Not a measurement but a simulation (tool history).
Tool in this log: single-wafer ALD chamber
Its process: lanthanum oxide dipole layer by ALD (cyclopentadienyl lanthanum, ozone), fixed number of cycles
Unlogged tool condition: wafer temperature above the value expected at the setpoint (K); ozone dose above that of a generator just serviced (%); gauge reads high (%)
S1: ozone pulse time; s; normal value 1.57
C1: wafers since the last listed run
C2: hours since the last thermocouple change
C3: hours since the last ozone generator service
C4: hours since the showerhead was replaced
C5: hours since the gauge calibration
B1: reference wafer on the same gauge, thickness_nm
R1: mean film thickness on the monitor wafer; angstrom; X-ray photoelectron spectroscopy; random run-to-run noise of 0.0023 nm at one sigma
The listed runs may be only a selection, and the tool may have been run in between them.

run   hour    S1    C1      C2     C3      C4      C5     B1    R1
  1      0  1.31     0    1265    6.7  4702.6   755.2  0.541  5.46
  2   56.2  1.31   791  1321.2   62.9  4758.8   811.4  0.541  5.46
  3    145  1.11  1251    1410  151.7  4847.6   900.2  0.541  5.25
  4  179.6  1.11   487  1444.6  186.3  4882.2   934.8   0.54  5.19
  5  235.7  1.75   790  1500.7  242.4  4938.3   990.9  0.541  5.74
  6  263.5  1.57   391  1528.5  270.2  4966.1  1018.7  0.541  5.63
  7  303.7  1.57   566  1568.7  310.4  5006.3  1058.9  0.541  5.65
  8  339.1  1.57   498  1604.1  345.8  5041.7  1094.3  0.542  5.61
  9    385  1.57   646    1650  391.7  5087.6  1140.2  0.541   5.6
 10  448.8  1.57   898  1713.8  455.5  5151.4    1204  0.541  5.61
 11    474  1.57   355    1739  480.7  5176.6  1229.2  0.541  5.62
 12  522.3  1.57   680  1787.3    529  5224.9  1277.5  0.542  5.65
 13  561.8  1.26   556  1826.8  568.5  5264.4    1317  0.541  5.34
     625.3  -- showerhead replaced, of another model than before
 14  625.8  1.26   789  1890.8  632.5     0.5    1381  0.541  5.44
 15  675.7  1.86   703  1940.7  682.4    50.4  1430.9  0.541  5.74
 16  726.9  1.23   721  1991.9  733.6   101.6  1482.1  0.541  5.35
 17  793.6   1.4   939  2058.6  800.3   168.3  1548.8   0.54  5.46
 18  848.7  1.93   776  2113.7  855.4   223.4  1603.9  0.541   5.7
 19  884.2  2.02   500  2149.2  890.9   258.9  1639.4   0.54  5.72

The next listed run, before its measurement:
     887.2  -- gauge calibrated
 20  918.6  1.57  484  2183.6  925.3  293.3  31.4   ?   ?

B1: 0.541
R1: 5.52 angstrom
The same run, on a tool lacking any hidden state, would have yielded R1 5.67 angstrom.
